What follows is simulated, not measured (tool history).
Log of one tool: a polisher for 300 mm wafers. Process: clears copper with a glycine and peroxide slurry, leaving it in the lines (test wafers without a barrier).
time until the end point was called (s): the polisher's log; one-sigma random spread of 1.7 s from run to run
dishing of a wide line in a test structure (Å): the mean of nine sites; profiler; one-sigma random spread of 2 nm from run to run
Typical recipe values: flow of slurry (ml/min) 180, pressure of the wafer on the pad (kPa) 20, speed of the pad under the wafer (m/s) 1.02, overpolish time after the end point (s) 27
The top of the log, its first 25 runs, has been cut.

run,day,flow of slurry (ml/min),pressure of the wafer on the pad (kPa),speed of the pad under the wafer (m/s),overpolish time after the end point (s),"incoming thickness of the incoming film, nm",time until the end point was called (s),dishing of a wide line in a test structure (Å)
26,14.908,180,14.5,1.02,11,670.8,184,289
27,15.204,180,13.1,0.84,27,680.8,243.4,532
28,15.942,225,23.4,1.02,27,680.6,129.1,865
29,16.254,180,20,0.76,37,667.7,195.2,805
30,16.567,180,23.4,0.84,19,682.4,159,555
31,17.221,180,20,1.12,27,671.4,136.8,810
32,17.612,180,24.1,1.02,16,665.3,128.6,556
# day 18.088: worn pad replaced by a new one
33,18.104,120,20,1.22,22,660,116.2,796
34,18.746,180,15.9,1.02,36,680.2,164.7,877
35,19.1,180,20,0.84,35,676.1,167.7,879

Each row is a separate what-if for the run after 35, all from the same tool condition, not one after another. Results?
A,19.121,180,20,0.7,27,670.4,?,?
B,19.121,180,24.1,0.84,27,670.4,?,?
C,19.121,180,20,1.02,20,670.4,?,?
D,19.121,205,13.1,1.02,14,670.4,?,?

run,time until the end point was called (s),dishing of a wide line in a test structure (Å)
A,201,633
B,145.8,813
C,139.8,656
D,190.1,370
Without the tool's unlogged condition, the same runs would have read:
run,time until the end point was called (s),dishing of a wide line in a test structure (Å)
A,195.4,648
B,141.7,830
C,135.9,670
D,184.8,379

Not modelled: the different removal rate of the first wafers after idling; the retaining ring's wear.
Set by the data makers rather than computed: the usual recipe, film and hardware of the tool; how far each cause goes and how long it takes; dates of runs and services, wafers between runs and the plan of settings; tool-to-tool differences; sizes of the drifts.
